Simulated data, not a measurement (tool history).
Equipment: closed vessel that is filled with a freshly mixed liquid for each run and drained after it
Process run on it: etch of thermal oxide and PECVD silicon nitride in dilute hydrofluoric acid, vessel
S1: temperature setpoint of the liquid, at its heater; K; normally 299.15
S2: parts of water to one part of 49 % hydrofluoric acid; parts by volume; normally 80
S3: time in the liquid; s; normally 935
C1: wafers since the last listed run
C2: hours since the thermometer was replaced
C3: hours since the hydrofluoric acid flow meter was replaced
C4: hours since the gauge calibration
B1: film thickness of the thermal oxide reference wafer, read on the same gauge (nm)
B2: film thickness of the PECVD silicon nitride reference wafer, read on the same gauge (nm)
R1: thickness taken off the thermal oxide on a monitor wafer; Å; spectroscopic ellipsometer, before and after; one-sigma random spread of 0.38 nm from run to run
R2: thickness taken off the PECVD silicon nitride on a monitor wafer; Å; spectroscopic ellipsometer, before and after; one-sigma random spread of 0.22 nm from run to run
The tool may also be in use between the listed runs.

run,hour,S1,S2,S3,C1,C2,C3,C4,B1,B2,R1,R2
1,0,299.15,55,935,0,1904.4,589.8,731.8,139.99,50.01,918.8,502.9
2,47.4,299.15,55,935,1952,1951.8,637.2,779.2,139.98,50.02,922.4,513.4
3,113.1,299.15,55,935,2705,2017.5,702.9,844.9,140.01,49.98,925.9,513.1
4,168.7,299.15,80,935,2289,2073.1,758.5,900.5,139.99,50.03,618,360.7
5,220,299.15,65,565,2112,2124.4,809.8,951.8,140,49.99,477.7,265.4
6,259.6,299.15,65,565,1630,2164,849.4,991.4,140.02,50.01,476.6,264.8
# hour 348.2: thermometer replaced
7,355.9,301.15,80,935,3924,7.7,945.7,1087.7,140,50,619.3,363.4
8,449.5,301.15,80,935,3854,101.3,1039.3,1181.3,139.99,50.04,632.8,355.1
9,495.5,301.15,80,935,1894,147.3,1085.3,1227.3,139.97,49.99,627.6,353.8
10,594.6,303.15,50,1225,4081,246.4,1184.4,1326.4,140.01,49.98,1499.7,851.9
11,688.5,296.65,80,1250,3867,340.3,1278.3,1420.3,139.97,50.02,709.4,365.4
12,727,303.15,65,450,1585,378.8,1316.8,1458.8,140,49.99,414,247
# hour 790.4: gauge calibrated
13,811.3,294.15,50,1280,3471,463.1,1401.1,20.9,140,50,1069,496.4
14,848.5,296.65,110,715,1532,500.3,1438.3,58.1,139.99,49.99,285,153.6
15,936.8,299.15,80,1400,3636,588.6,1526.6,146.4,139.97,50.01,880.5,489.3
# hour 1051.8: hydrofluoric acid flow meter replaced
16,1165.2,302.65,55,935,9365,817,113.4,374.8,140,49.98,1021.9,595.4
17,1212,299.15,90,530,1927,863.8,160.2,421.6,139.98,49.99,294.1,165.6
18,1263.5,301.15,100,445,2120,915.3,211.7,473.1,140,50,234.4,143.1
19,1317.9,294.15,50,1280,2240,969.7,266.1,527.5,139.97,49.99,1104.3,523.3
20,1373.9,299.15,80,935,2306,1025.7,322.1,583.5,140.03,50,602.3,327.4
21,1425.2,299.15,80,935,2112,1077,373.4,634.8,139.99,50,595.6,336
22,1466.8,299.15,80,935,1713,1118.6,415,676.4,139.98,49.97,600.4,337.6
23,1537,299.15,50,935,2891,1188.8,485.2,746.6,140,50.01,1004.5,540.5
24,1638.3,299.15,90,935,4171,1290.1,586.5,847.9,140.03,50.01,527.8,302.3

5 options for the next run, each taken on its own from the tool as it stands now. Forecast them:
A,1639.2,299.15,80,935,37,1291,587.4,848.8,?,?,?,?
B,1639.2,297.15,80,380,37,1291,587.4,848.8,?,?,?,?
C,1639.2,303.15,80,1380,37,1291,587.4,848.8,?,?,?,?
D,1639.2,299.15,105,935,37,1291,587.4,848.8,?,?,?,?
E,1639.2,299.15,65,710,37,1291,587.4,848.8,?,?,?,?

run,B1,B2,R1,R2
A,139.99,49.99,601.1,340.3
B,139.99,49.99,225.8,121.4
C,139.99,49.99,1034.5,648.2
D,139.99,49.99,442.8,259.6
E,139.99,49.99,573.6,317.5
Without the tool's unlogged condition, the same runs would have read:
run,R1,R2
A,571.4,312.9
B,214.4,111.4
C,985,597.5
D,421.4,238.9
E,544.9,291.7

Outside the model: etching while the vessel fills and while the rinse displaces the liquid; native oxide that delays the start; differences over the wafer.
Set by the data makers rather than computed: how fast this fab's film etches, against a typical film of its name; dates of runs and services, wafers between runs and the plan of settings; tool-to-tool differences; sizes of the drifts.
